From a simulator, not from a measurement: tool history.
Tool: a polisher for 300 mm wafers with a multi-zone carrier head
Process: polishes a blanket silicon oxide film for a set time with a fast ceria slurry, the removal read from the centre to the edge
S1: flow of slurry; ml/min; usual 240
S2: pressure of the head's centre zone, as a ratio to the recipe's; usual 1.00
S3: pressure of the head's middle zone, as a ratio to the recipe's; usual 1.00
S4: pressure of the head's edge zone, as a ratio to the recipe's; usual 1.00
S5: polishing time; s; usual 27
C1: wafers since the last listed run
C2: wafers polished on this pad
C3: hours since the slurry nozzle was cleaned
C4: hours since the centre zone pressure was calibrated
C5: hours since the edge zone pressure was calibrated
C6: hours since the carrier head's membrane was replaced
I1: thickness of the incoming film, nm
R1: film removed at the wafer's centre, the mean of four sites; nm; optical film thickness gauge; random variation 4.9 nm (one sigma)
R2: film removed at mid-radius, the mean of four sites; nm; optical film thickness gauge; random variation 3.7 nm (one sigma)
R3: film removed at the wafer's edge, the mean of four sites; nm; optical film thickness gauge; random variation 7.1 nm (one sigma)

| run | hour | S1 | S2 | S3 | S4 | S5 | C1 | C2 | C3 | C4 | C5 | C6 | I1 | R1 | R2 | R3 |
|---|---|---|---|---|---|---|---|---|---|---|---|---|---|---|---|---|
| 1 | 0.0 | 240 | 1.00 | 1.00 | 1.00 | 27 | 0 | 471 | 460.5 | 1466.4 | 172.9 | 1605.2 | 1663.1 | 534.7 | 480.0 | 466.6 |
| 2 | 6.7 | 240 | 1.00 | 1.00 | 1.00 | 27 | 109 | 580 | 467.2 | 1473.1 | 179.6 | 1611.9 | 1674.6 | 528.8 | 472.0 | 464.2 |
| 3 | 21.9 | 240 | 1.00 | 1.00 | 1.00 | 27 | 248 | 829 | 482.4 | 1488.3 | 194.8 | 1627.1 | 1692.4 | 523.4 | 474.5 | 463.4 |
| 4 | 30.7 | 240 | 1.00 | 1.00 | 1.00 | 27 | 143 | 972 | 491.2 | 1497.1 | 203.6 | 1635.9 | 1712.5 | 529.0 | 467.9 | 464.5 |
|  | 35.5 | worn pad replaced by a new one |
| 5 | 41.5 | 240 | 1.00 | 1.00 | 1.00 | 27 | 111 | 98 | 502.0 | 1507.9 | 214.4 | 1646.7 | 1689.7 | 560.3 | 500.4 | 490.3 |
|  | 47.3 | slurry nozzle cleaned |
| 6 | 56.1 | 240 | 1.00 | 1.00 | 1.00 | 27 | 222 | 320 | 8.8 | 1522.5 | 229.0 | 1661.3 | 1689.5 | 559.6 | 489.1 | 481.4 |
| 7 | 72.1 | 285 | 1.08 | 1.06 | 0.88 | 27 | 261 | 581 | 24.8 | 1538.5 | 245.0 | 1677.3 | 1700.0 | 600.4 | 509.5 | 445.9 |
|  | 78.9 | centre zone pressure recalibrated |
| 8 | 89.5 | 240 | 1.00 | 1.00 | 1.00 | 27 | 251 | 833 | 42.2 | 10.6 | 262.4 | 1694.7 | 1684.1 | 467.9 | 479.1 | 466.3 |
| 9 | 99.6 | 240 | 1.00 | 1.00 | 1.00 | 27 | 164 | 998 | 52.3 | 20.7 | 272.5 | 1704.8 | 1694.5 | 465.4 | 478.6 | 461.1 |
|  | 115.7 | worn pad replaced by a new one |
| 10 | 116.2 | 195 | 0.95 | 1.00 | 0.90 | 21 | 205 | 7 | 68.9 | 37.3 | 289.1 | 1721.4 | 1683.4 | 370.0 | 396.8 | 367.4 |
| 11 | 128.8 | 240 | 1.00 | 1.00 | 1.00 | 27 | 205 | 213 | 81.5 | 49.9 | 301.7 | 1734.0 | 1695.8 | 488.9 | 498.8 | 492.2 |
|  | 140.8 | carrier head's membrane replaced by a new one |
| 12 | 141.3 | 240 | 1.00 | 1.00 | 1.00 | 27 | 122 | 335 | 94.0 | 62.4 | 314.2 | 0.5 | 1672.2 | 476.0 | 487.9 | 474.4 |
| 13 | 146.9 | 305 | 1.00 | 1.00 | 0.91 | 27 | 91 | 427 | 99.6 | 68.0 | 319.8 | 6.1 | 1669.8 | 483.1 | 493.7 | 456.8 |
| 14 | 152.9 | 270 | 1.00 | 0.94 | 1.00 | 27 | 98 | 525 | 105.6 | 74.0 | 325.8 | 12.1 | 1653.4 | 477.5 | 465.9 | 473.1 |
| 15 | 165.0 | 240 | 1.00 | 1.11 | 1.00 | 27 | 197 | 723 | 117.7 | 86.1 | 337.9 | 24.2 | 1657.1 | 471.3 | 531.4 | 452.3 |
|  | 183.9 | worn pad replaced by a new one |
|  | 190.8 | edge zone pressure recalibrated |
| 16 | 209.8 | 240 | 0.89 | 1.00 | 1.11 | 27 | 633 | 390 | 162.5 | 130.9 | 19.0 | 69.0 | 1712.8 | 424.5 | 492.3 | 500.8 |
| 17 | 217.0 | 240 | 1.00 | 1.00 | 1.04 | 27 | 117 | 508 | 169.7 | 138.1 | 26.2 | 76.2 | 1694.3 | 468.7 | 483.9 | 468.8 |
| 18 | 230.3 | 240 | 0.97 | 1.00 | 1.00 | 27 | 217 | 725 | 183.0 | 151.4 | 39.5 | 89.5 | 1690.2 | 458.6 | 482.9 | 466.8 |
| 19 | 238.4 | 305 | 0.92 | 1.00 | 1.00 | 27 | 132 | 857 | 191.1 | 159.5 | 47.6 | 97.6 | 1689.4 | 438.0 | 486.4 | 471.8 |
| 20 | 255.3 | 280 | 1.00 | 0.97 | 1.04 | 31 | 276 | 1133 | 208.0 | 176.4 | 64.5 | 114.5 | 1681.8 | 536.2 | 544.9 | 546.5 |
|  | 259.5 | worn pad replaced by a new one |
| 21 | 268.1 | 210 | 1.00 | 1.00 | 1.00 | 35 | 143 | 140 | 220.8 | 189.2 | 77.3 | 127.3 | 1674.7 | 610.0 | 645.4 | 622.1 |

Forecast each of these 5 alternatives for the next run:
| A | 268.5 | 240 | 1.00 | 1.00 | 1.00 | 22 | 6 | 146 | 221.2 | 189.6 | 77.7 | 127.7 | 1686.1 | ? | ? | ? |
| B | 268.5 | 280 | 1.00 | 0.88 | 1.05 | 27 | 6 | 146 | 221.2 | 189.6 | 77.7 | 127.7 | 1686.1 | ? | ? | ? |
| C | 268.5 | 240 | 1.09 | 1.10 | 1.00 | 27 | 6 | 146 | 221.2 | 189.6 | 77.7 | 127.7 | 1686.1 | ? | ? | ? |
| D | 268.5 | 200 | 1.00 | 1.12 | 0.92 | 24 | 6 | 146 | 221.2 | 189.6 | 77.7 | 127.7 | 1686.1 | ? | ? | ? |
| E | 268.5 | 220 | 1.00 | 1.00 | 1.00 | 33 | 6 | 146 | 221.2 | 189.6 | 77.7 | 127.7 | 1686.1 | ? | ? | ? |

| run | R1 | R2 | R3 |
|---|---|---|---|
| A | 394.1 | 405.2 | 393.3 |
| B | 490.7 | 453.2 | 500.4 |
| C | 527.9 | 539.0 | 482.1 |
| D | 421.8 | 478.2 | 406.3 |
| E | 585.7 | 602.7 | 586.3 |
Without the tool's hidden state the same runs would have given:
| run | R1 | R2 | R3 |
|---|---|---|---|
| A | 408.3 | 422.5 | 410.1 |
| B | 508.4 | 472.5 | 521.8 |
| C | 546.9 | 562.0 | 502.6 |
| D | 436.9 | 498.6 | 423.6 |
| E | 606.7 | 628.4 | 611.3 |
